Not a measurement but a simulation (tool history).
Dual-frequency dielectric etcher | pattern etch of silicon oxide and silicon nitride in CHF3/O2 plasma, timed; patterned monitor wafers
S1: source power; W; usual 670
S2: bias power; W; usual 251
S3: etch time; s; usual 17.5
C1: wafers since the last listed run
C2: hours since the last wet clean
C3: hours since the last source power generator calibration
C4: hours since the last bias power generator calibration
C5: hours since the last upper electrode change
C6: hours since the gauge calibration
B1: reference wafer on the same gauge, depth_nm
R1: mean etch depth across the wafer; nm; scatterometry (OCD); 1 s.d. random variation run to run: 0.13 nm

run 1 day=0 | S1=670 S2=251 S3=17.5 | C1=0 C2=292.1 C3=2393.1 C4=1472.4 C5=4332.4 C6=141.2 | B1=32.39 | R1=28.87
run 2 day=0.692 | S1=670 S2=251 S3=17.5 | C1=249 C2=308.7 C3=2409.7 C4=1489 C5=4349 C6=157.8 | B1=32.42 | R1=28.96
run 3 day=1.367 | S1=670 S2=269 S3=15 | C1=243 C2=324.9 C3=2425.9 C4=1505.2 C5=4365.2 C6=174 | B1=32.4 | R1=25.12
run 4 day=2.212 | S1=670 S2=269 S3=15 | C1=304 C2=345.2 C3=2446.2 C4=1525.5 C5=4385.5 C6=194.3 | B1=32.42 | R1=25.17
run 5 day=3.138 | S1=670 S2=301 S3=17.5 | C1=333 C2=367.4 C3=2468.4 C4=1547.7 C5=4407.7 C6=216.5 | B1=32.39 | R1=30.17
run 6 day=4.629 | S1=670 S2=301 S3=17.5 | C1=537 C2=403.2 C3=2504.2 C4=1583.5 C5=4443.5 C6=252.3 | B1=32.39 | R1=30
run 7 day=6.112 | S1=670 S2=251 S3=17.5 | C1=534 C2=438.8 C3=2539.8 C4=1619.1 C5=4479.1 C6=287.9 | B1=32.45 | R1=28.66
-- day=7.612 upper electrode replaced
run 8 day=7.633 | S1=670 S2=251 S3=17.5 | C1=187 C2=475.3 C3=2576.3 C4=1655.6 C5=0.5 C6=324.4 | B1=32.42 | R1=28.32
run 9 day=8.025 | S1=670 S2=251 S3=17.5 | C1=141 C2=484.7 C3=2585.7 C4=1665 C5=9.9 C6=333.8 | B1=32.42 | R1=28.66
-- day=9.488 wet clean of the chamber
run 10 day=9.508 | S1=670 S2=251 S3=17.5 | C1=174 C2=0.5 C3=2621.3 C4=1700.6 C5=45.5 C6=369.4 | B1=32.4 | R1=29.46
run 11 day=9.604 | S1=670 S2=251 S3=17.5 | C1=34 C2=2.8 C3=2623.6 C4=1702.9 C5=47.8 C6=371.7 | B1=32.4 | R1=29.55
-- day=10.296 gauge calibrated
run 12 day=10.354 | S1=670 S2=251 S3=17.5 | C1=270 C2=20.8 C3=2641.6 C4=1720.9 C5=65.8 C6=1.4 | B1=32.44 | R1=29.6
run 13 day=10.925 | S1=570 S2=251 S3=17.5 | C1=205 C2=34.5 C3=2655.3 C4=1734.6 C5=79.5 C6=15.1 | B1=32.38 | R1=27.9
run 14 day=11.442 | S1=670 S2=209 S3=15.5 | C1=186 C2=46.9 C3=2667.7 C4=1747 C5=91.9 C6=27.5 | B1=32.44 | R1=24.81
run 15 day=12.079 | S1=670 S2=220 S3=14 | C1=229 C2=62.2 C3=2683 C4=1762.3 C5=107.2 C6=42.8 | B1=32.37 | R1=22.65
run 16 day=13.462 | S1=670 S2=251 S3=13.5 | C1=498 C2=95.4 C3=2716.2 C4=1795.5 C5=140.4 C6=76 | B1=32.39 | R1=22.6
-- day=14.283 bias power generator calibrated
run 17 day=14.392 | S1=830 S2=285 S3=19.5 | C1=274 C2=117.7 C3=2738.5 C4=2.6 C5=162.7 C6=98.3 | B1=32.37 | R1=36.16

What will run 18 give?
run 18 day=15.562 | S1=510 S2=251 S3=14 | C1=422 C2=145.8 C3=2766.6 C4=30.7 C5=190.8 C6=126.4 | B1=? | R1=?

Run 18 yielded B1 32.42, R1 21.55 nm.
Were there no unlogged condition in the tool, this run, its random variation unchanged, would have produced R1 21.89 nm.
